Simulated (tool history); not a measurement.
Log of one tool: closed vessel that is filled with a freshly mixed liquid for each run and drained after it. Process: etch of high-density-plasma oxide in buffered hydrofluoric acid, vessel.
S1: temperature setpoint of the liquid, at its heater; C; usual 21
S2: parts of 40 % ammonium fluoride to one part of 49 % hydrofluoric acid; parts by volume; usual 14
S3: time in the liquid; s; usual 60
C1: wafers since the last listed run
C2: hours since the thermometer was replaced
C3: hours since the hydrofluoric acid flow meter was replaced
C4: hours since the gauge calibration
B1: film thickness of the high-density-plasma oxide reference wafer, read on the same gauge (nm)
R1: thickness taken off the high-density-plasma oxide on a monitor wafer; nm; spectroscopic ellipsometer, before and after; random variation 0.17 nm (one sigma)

run     day    S1    S2  S3    C1      C2      C3      C4     B1      R1
  1       0    21    10  60     0     780   738.4   510.9     40   62.13
  2   2.071    21    10  60  4467   829.7   788.1   560.6     40    62.4
  3   3.962    21    10  60  4081   875.1   833.5     606  39.97   62.07
  4   5.021    21    14  60  2283   900.5   858.9   631.4     40   44.78
  5   7.012    21    14  60  4297   948.3   906.7   679.2  39.99   44.59
  6   8.371  22.5    14  40  2930   980.9   939.3   711.8     40   32.24
  7  10.367  22.5    14  40  4306  1028.8   987.2   759.7  39.99   32.21
  8  12.092  22.5    14  40  3721  1070.2  1028.6   801.1  40.01   32.36
  9  14.008    21  17.5  60  4135  1116.2  1074.6   847.1  39.96   35.73
       16.3  -- hydrofluoric acid flow meter replaced
 10  16.767    21    14  60  5861  1182.4    11.2   913.3  39.99   44.15
 11  19.246    21    14  60  5348  1241.9    70.7   972.8  39.99    44.3
 12  20.425    21    14  60  2544  1270.2      99  1001.1  40.01   44.27
 13  22.429    21    14  60  4324  1318.3   147.1  1049.2  39.99   44.24
 14  23.833    21    14  60  3029    1352   180.8  1082.9  39.99   43.96
     25.204  -- gauge calibrated
 15  25.725    21    10  60  4081  1397.4   226.2    12.5  40.03   61.35
 16  27.125    18  16.5  75  3020    1431   259.8    46.1     40    39.5
 17  28.729    21    17  60  3461  1469.5   298.3    84.6  39.97   36.35
 18  31.154    21    14  70  5231  1527.7   356.5   142.8  40.01   51.07
 19  33.021    21    19  60  4027  1572.5   401.3   187.6  40.01   32.48
 20  36.012    23    12  50  6454  1644.3   473.1   259.4  40.01   47.23
 21  37.283    21    14  60  2741  1674.8   503.6   289.9  39.97   43.69
 22  40.279    25  18.5  80  6463  1746.7   575.5   361.8  40.01   55.27
 23  43.075    18  15.5  70  6032  1813.8   642.6   428.9  39.99    38.9
     43.717  -- thermometer replaced
 24  44.312  22.5  15.5  90  2580    14.3   672.3   458.6  39.99   67.65
 25  45.554  17.5    16  85  2678    44.1   702.1   488.4  39.99   46.68
 26  47.892    21   9.5  80  5043   100.2   758.2   544.5  39.99   87.37
 27  50.388    21    14  75  5384   160.1   818.1   604.4     40   57.16
 28    52.1    21    19  60  3694   201.2   859.2   645.5  39.98   34.02
 29  55.025  23.5     9  80  6310   271.4   929.4   715.7  40.01  103.12
       55.1  -- hydrofluoric acid flow meter replaced
 30    56.8  18.5    14  60  3739     314    40.8   758.3  39.99   39.65
 31   59.05    21    10  90  4854     368    94.8   812.3  40.03   94.13
 32  61.733    21    14  60  5789   432.4   159.2   876.7  40.03   45.53

Measured less the same run without the tool's hidden state. The same run-to-run variation is in both; the gauge's scatter may not be:
The hidden state here: liquid colder than its thermometer reads (K); hydrofluoric acid flow above the setpoint (%); gauge reads high (%).
run     R1
  1  -1.72
  2  -1.84
  3   -1.9
  4   -1.4
  5  -1.47
  6  -1.07
  7  -1.12
  8  -1.17
  9  -1.34
 10  -1.74
 11  -1.81
 12  -1.84
 13  -1.92
 14  -1.96
 15   -2.8
 16  -1.87
 17  -1.72
 18  -2.51
 19  -1.64
 20  -2.46
 21  -2.36
 22     -3
 23  -2.28
 24  -0.23
 25  -0.18
 26  -0.49
 27  -0.42
 28  -0.28
 29  -1.02
 30  -0.47
 31  -1.22
 32  -0.66
